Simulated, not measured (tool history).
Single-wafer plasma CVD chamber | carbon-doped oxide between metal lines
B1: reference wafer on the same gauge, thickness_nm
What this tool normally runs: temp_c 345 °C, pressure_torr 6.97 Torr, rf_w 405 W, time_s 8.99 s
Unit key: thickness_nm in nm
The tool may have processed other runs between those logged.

Run 1, day 0: usual settings; B1 53.482. Result: thickness_nm 45.351 nm.
Run 2, day 2.158: usual settings but temp_c 338 °C; B1 53.575. Result: thickness_nm 46.063 nm.
At day 3.217: RF generator calibrated.
Run 3, day 5.638: usual settings but temp_c 338 °C; B1 53.476. Result: thickness_nm 46.922 nm.
At day 8.192: thermocouple changed; heater temperature recalibrated.
Run 4, day 8.662: usual settings but temp_c 338 °C; B1 53.44. Result: thickness_nm 46.218 nm.
Run 5, day 11.946: usual settings; B1 53.481. Result: thickness_nm 45.451 nm.
At day 12.975: capacitance manometer re-zeroed and calibrated.
Run 6, day 14.488: usual settings; B1 53.413. Result: thickness_nm 45.181 nm.
Run 7, day 18.046: usual settings but time_s 8.34 s; B1 53.553. Result: thickness_nm 42.219 nm.
Run 8, day 19.683: usual settings but pressure_torr 6.43 Torr, rf_w 465 W; B1 53.5. Result: thickness_nm 50.171 nm.
Run 9, day 21.975: usual settings but pressure_torr 6.08 Torr, rf_w 330 W, time_s 7.2 s; B1 53.488. Result: thickness_nm 30.535 nm.
Run 10, day 23.933: usual settings but temp_c 338 °C; B1 53.437. Result: thickness_nm 46.187 nm.
At day 24.342: gauge calibrated.
Run 11, day 27.125: usual settings but rf_w 330 W; B1 53.523. Result: thickness_nm 38.432 nm.
Run 12, day 28.679: usual settings but rf_w 470 W, time_s 7.79 s; B1 53.471. Result: thickness_nm 44.27 nm.
Run 13, day 30.242: usual settings but pressure_torr 8.19 Torr; B1 53.502. Result: thickness_nm 45.959 nm.
Run 14, day 32.529: usual settings but temp_c 350 °C, pressure_torr 5.71 Torr, time_s 7.74 s; B1 53.509. Result: thickness_nm 37.968 nm.
Run 15, day 34.971: usual settings but rf_w 380 W; B1 53.466. Result: thickness_nm 43.281 nm.
At day 36.617: showerhead replaced.
Run 16, day 38.304: usual settings but rf_w 485 W; B1 53.519. Result: thickness_nm 52.131 nm.
Run 17, day 42.6: usual settings but pressure_torr 8.37 Torr; B1 53.511. Result: thickness_nm 45.824 nm.
Run 18, day 46.6: usual settings but temp_c 336 °C; B1 53.431. Result: thickness_nm 46.47 nm.
Run 19, day 50.521: usual settings but temp_c 359 °C, pressure_torr 5.89 Torr; B1 53.541. Result: thickness_nm 43.29 nm.
Run 20, day 53.383: usual settings but temp_c 335 °C; B1 53.496. Result: thickness_nm 46.702 nm.
Run 21, day 54.904: usual settings but rf_w 355 W, time_s 8.02 s; B1 53.542. Result: thickness_nm 36.486 nm.
Run 22, day 59.258: usual settings but rf_w 440 W, time_s 7.72 s; B1 53.433. Result: thickness_nm 41.757 nm.
Run 23, day 62.217: usual settings but temp_c 336 °C, pressure_torr 5.8 Torr, rf_w 450 W; B1 53.542. Result: thickness_nm 50.309 nm.
Run 24, day 71.9: usual settings but pressure_torr 8.05 Torr, rf_w 375 W, time_s 7.67 s; B1 53.495. Result: thickness_nm 36.663 nm.
Run 25, day 75.212: usual settings but temp_c 358 °C, rf_w 350 W; B1 53.496. Result: thickness_nm 38.99 nm.
Run 26, day 76.867: usual settings; B1 53.563. Result: thickness_nm 45.299 nm.
Run 27, day 80.388: usual settings but time_s 8.34 s; B1 53.484. Result: thickness_nm 42.206 nm.

Below are 5 alternative next runs, each starting from the tool's condition after run 27. Predict each:
Run A, day 80.404: usual settings; B1 ?. Result: thickness_nm ?.
Run B, day 80.404: usual settings but temp_c 355 °C, rf_w 440 W; B1 ?. Result: thickness_nm ?.
Run C, day 80.404: usual settings but temp_c 359 °C, time_s 8.15 s; B1 ?. Result: thickness_nm ?.
Run D, day 80.404: usual settings but temp_c 341 °C, time_s 10.35 s; B1 ?. Result: thickness_nm ?.
Run E, day 80.404: usual settings but rf_w 365 W, time_s 7.78 s; B1 ?. Result: thickness_nm ?.

run      B1  thickness_nm
  A  53.531        45.493
  B  53.531        47.356
  C  53.531        39.832
  D  53.531        52.867
  E  53.531        36.184
With no hidden state in the tool, these same runs would have given:
run  thickness_nm
  A        45.498
  B        47.419
  C        39.901
  D        52.823
  E         36.21

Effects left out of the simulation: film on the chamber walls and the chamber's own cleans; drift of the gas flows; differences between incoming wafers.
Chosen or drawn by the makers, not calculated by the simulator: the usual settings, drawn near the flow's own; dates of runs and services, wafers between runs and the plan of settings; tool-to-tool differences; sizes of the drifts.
